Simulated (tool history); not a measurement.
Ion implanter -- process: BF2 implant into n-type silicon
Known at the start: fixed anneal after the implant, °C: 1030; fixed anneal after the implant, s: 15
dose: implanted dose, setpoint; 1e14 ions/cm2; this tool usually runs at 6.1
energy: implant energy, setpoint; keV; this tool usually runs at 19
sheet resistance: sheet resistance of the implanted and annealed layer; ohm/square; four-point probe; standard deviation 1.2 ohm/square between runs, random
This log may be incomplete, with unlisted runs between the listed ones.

run,hour,dose,energy,"read-back reference wafer on the same gauge, sheet resistance",sheet resistance
1,0,5.49,19,253.64,248.67
2,40.5,6.1,19,254.09,230.47
3,79.1,6.1,19,253.83,227.72
# hour 80.7: gauge calibrated
4,144.4,6.1,19,254.51,228.41
5,209.9,6.1,17.5,254.35,235.79
6,255.1,5.63,19,254.78,240.24
7,301.1,5.63,19,253.9,241.75
8,355,6.1,19,253.25,225.66
# hour 440: Faraday cup replaced and dose calibrated
9,527.9,6.1,19,254.23,224.78
10,596.8,6.1,19,254.1,220.67
# hour 621.1: extraction supply calibrated
# hour 651.5: Faraday cup replaced and dose calibrated, repeated, since the last time left the tool worse
11,655.7,6.1,19,253.91,231.79
12,720.2,4.44,16,253.8,302.86
13,751.2,7.88,13.5,254,218.59
14,821.5,6.1,19,253.17,228.81
15,879.9,6.1,24.5,253.72,217.18
16,942.1,7.6,19,253.85,199.85
17,988.1,4.56,23,254.6,278.31
# hour 1007.5: gauge calibrated
18,1016.8,7.76,24.5,253.84,184.07
19,1140.2,7,19,253.93,210.2
20,1187.6,6.81,23.5,254.14,201.17
21,1227.3,6.1,19,253.93,229.15
# hour 1241.2: Faraday cup replaced and dose calibrated
22,1284.6,6.58,23,253.95,210.03
23,1317.4,6.1,13,254.22,254.98

What would each run have given without the hidden state, its run-to-run variation left as it was?
Hidden state at play: deviation of the true dose from the Faraday cup's reading, %; deviation of the true energy from its setpoint, %; gauge reads high (%).
run,sheet resistance
1,250.83
2,232.66
3,230.15
4,231.33
5,239.2
6,244.34
7,246.25
8,230.05
9,233.45
10,229.65
11,231.76
12,303.52
13,219.09
14,230.01
15,218.87
16,201.4
17,281.85
18,186.05
19,213.15
20,204.61
21,233.31
22,210.08
23,255.28
